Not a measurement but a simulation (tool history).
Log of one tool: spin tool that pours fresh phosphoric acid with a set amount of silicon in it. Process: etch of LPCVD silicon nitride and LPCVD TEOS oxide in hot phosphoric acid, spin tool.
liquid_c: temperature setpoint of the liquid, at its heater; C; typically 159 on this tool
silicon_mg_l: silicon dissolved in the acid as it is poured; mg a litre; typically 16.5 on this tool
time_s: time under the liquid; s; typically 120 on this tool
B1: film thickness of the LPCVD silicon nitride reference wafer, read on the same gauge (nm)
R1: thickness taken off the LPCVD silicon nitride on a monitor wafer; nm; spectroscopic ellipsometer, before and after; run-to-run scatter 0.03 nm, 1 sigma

Run 1, hour 0: usual settings; B1 150.04. Result: R1 8.73 nm.
Run 2, hour 6.1: usual settings; B1 150.01. Result: R1 8.67 nm.
At hour 11.7: gauge calibrated.
Run 3, hour 23.7: usual settings but liquid_c 157.5 C; B1 149.98. Result: R1 8.3 nm.
Run 4, hour 33.1: usual settings but liquid_c 157.5 C; B1 150.01. Result: R1 8.27 nm.
Run 5, hour 43.4: usual settings but liquid_c 157.5 C; B1 149.98. Result: R1 8.3 nm.
Run 6, hour 59: usual settings; B1 150. Result: R1 8.68 nm.
Run 7, hour 69.4: usual settings; B1 150.01. Result: R1 8.7 nm.
At hour 71.2: thermometer replaced.
Run 8, hour 81.6: usual settings; B1 149.98. Result: R1 8.14 nm.
Run 9, hour 98.6: usual settings but time_s 140 s; B1 150.04. Result: R1 9.56 nm.
Run 10, hour 112.8: usual settings; B1 149.98. Result: R1 8.15 nm.
Run 11, hour 126.1: usual settings but time_s 75 s; B1 150.02. Result: R1 5.1 nm.
Run 12, hour 135: usual settings but time_s 140 s; B1 150. Result: R1 9.55 nm.
Run 13, hour 142.8: usual settings but silicon_mg_l 7.5 mg a litre; B1 149.97. Result: R1 8.18 nm.
Run 14, hour 150.9: usual settings but liquid_c 161.5 C, silicon_mg_l 29 mg a litre; B1 150. Result: R1 8.93 nm.
At hour 151.9: gauge calibrated.
Run 15, hour 162.9: usual settings but liquid_c 158 C, silicon_mg_l 28.5 mg a litre, time_s 185 s; B1 150.01. Result: R1 12.17 nm.
At hour 165.5: dissolved silicon flow meter replaced.
At hour 166.4: heated supply line repaired.
Run 16, hour 174.9: usual settings; B1 150.01. Result: R1 9.33 nm.
Run 17, hour 188: usual settings but liquid_c 162 C, silicon_mg_l 20 mg a litre, time_s 85 s; B1 150.01. Result: R1 7.29 nm.
Run 18, hour 204.8: usual settings but liquid_c 162 C, silicon_mg_l 21.5 mg a litre, time_s 75 s; B1 150.01. Result: R1 6.4 nm.
Run 19, hour 212: usual settings but liquid_c 157.5 C; B1 149.98. Result: R1 8.79 nm.

3 options for the next run, each taken on its own from the tool as it stands now. Forecast them:
Run A, hour 212.5: usual settings but time_s 150 s; B1 ?. Result: R1 ?.
Run B, hour 212.5: usual settings but liquid_c 158 C; B1 ?. Result: R1 ?.
Run C, hour 212.5: usual settings but liquid_c 160 C, time_s 70 s; B1 ?. Result: R1 ?.

run      B1     R1
  A  149.99  11.57
  B  149.99   8.95
  C  149.99   5.59
With no hidden state in the tool, these same runs would have given:
run     R1
  A  11.48
  B   8.88
  C   5.54

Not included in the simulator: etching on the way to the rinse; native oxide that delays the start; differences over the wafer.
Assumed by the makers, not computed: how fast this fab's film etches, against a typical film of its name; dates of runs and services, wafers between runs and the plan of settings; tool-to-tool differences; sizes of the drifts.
